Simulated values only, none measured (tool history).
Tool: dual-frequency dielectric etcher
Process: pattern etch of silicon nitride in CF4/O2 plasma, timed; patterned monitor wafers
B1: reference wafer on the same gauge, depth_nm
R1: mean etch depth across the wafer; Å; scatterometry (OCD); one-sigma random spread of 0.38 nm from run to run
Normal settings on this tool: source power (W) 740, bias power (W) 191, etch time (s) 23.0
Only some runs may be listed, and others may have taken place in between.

Run 1, hour 0.0: usual settings; B1 68.5. Result: R1 633 Å.
Run 2, hour 41.4: usual settings but bias power (W) 172, etch time (s) 20.0; B1 68.5. Result: R1 532 Å.
Run 3, hour 228.5: usual settings but bias power (W) 172, etch time (s) 20.0; B1 68.4. Result: R1 529 Å.
Run 4, hour 255.1: usual settings; B1 68.3. Result: R1 635 Å.
At hour 304.9: wet clean of the chamber.
Run 5, hour 317.5: usual settings; B1 68.2. Result: R1 634 Å.
At hour 359.3: upper electrode replaced.
Run 6, hour 386.5: usual settings; B1 68.3. Result: R1 630 Å.
Run 7, hour 430.8: usual settings; B1 68.3. Result: R1 632 Å.
Run 8, hour 478.7: usual settings; B1 68.2. Result: R1 632 Å.
Run 9, hour 532.1: usual settings; B1 68.3. Result: R1 629 Å.
Run 10, hour 574.3: usual settings; B1 68.2. Result: R1 634 Å.
At hour 685.7: source power generator calibrated.
At hour 688.0: wet clean of the chamber.
Run 11, hour 764.5: usual settings; B1 68.1. Result: R1 631 Å.
Run 12, hour 807.8: usual settings; B1 68.1. Result: R1 632 Å.
At hour 847.5: gauge calibrated.
Run 13, hour 849.7: usual settings; B1 70.6. Result: R1 654 Å.
Run 14, hour 917.0: usual settings but source power (W) 900, bias power (W) 175; B1 70.3. Result: R1 731 Å.
Run 15, hour 963.3: usual settings but source power (W) 920, bias power (W) 218, etch time (s) 18.0; B1 70.2. Result: R1 625 Å.
Run 16, hour 1034.4: usual settings; B1 69.9. Result: R1 645 Å.
At hour 1092.2: wet clean of the chamber.
Run 17, hour 1098.5: usual settings but bias power (W) 229; B1 69.6. Result: R1 686 Å.
Run 18, hour 1148.2: usual settings; B1 69.6. Result: R1 644 Å.
Run 19, hour 1176.0: usual settings; B1 69.5. Result: R1 644 Å.
At hour 1187.3: bias power generator calibrated.
Run 20, hour 1219.0: usual settings but etch time (s) 28.0; B1 69.5. Result: R1 785 Å.
Run 21, hour 1248.5: usual settings but source power (W) 820, etch time (s) 29.0; B1 69.5. Result: R1 869 Å.
Run 22, hour 1302.2: usual settings but bias power (W) 160, etch time (s) 28.0; B1 69.3. Result: R1 731 Å.
Run 23, hour 1373.7: usual settings; B1 69.1. Result: R1 631 Å.
Run 24, hour 1407.5: usual settings but source power (W) 560, bias power (W) 168, etch time (s) 26.5; B1 69.0. Result: R1 580 Å.
At hour 1464.1: wet clean of the chamber.
Run 25, hour 1464.6: usual settings but bias power (W) 169; B1 69.0. Result: R1 615 Å.
Run 26, hour 1482.0: usual settings but source power (W) 810, bias power (W) 236, etch time (s) 25.0; B1 69.0. Result: R1 802 Å.
Run 27, hour 1551.4: usual settings; B1 68.9. Result: R1 643 Å.
Run 28, hour 1597.0: usual settings but source power (W) 790, bias power (W) 205, etch time (s) 30.0; B1 68.7. Result: R1 886 Å.
Run 29, hour 1659.5: usual settings but bias power (W) 232, etch time (s) 20.0; B1 68.7. Result: R1 595 Å.

What does the tool deliver on the next run?
Run 30, hour 1724.6: usual settings; B1 ?. Result: R1 ?.

{"run 30": {"B1": 68.7, "R1": 626}}
Were there no unlogged condition in the tool, this run, its random variation unchanged, would have produced R1 645 Å.

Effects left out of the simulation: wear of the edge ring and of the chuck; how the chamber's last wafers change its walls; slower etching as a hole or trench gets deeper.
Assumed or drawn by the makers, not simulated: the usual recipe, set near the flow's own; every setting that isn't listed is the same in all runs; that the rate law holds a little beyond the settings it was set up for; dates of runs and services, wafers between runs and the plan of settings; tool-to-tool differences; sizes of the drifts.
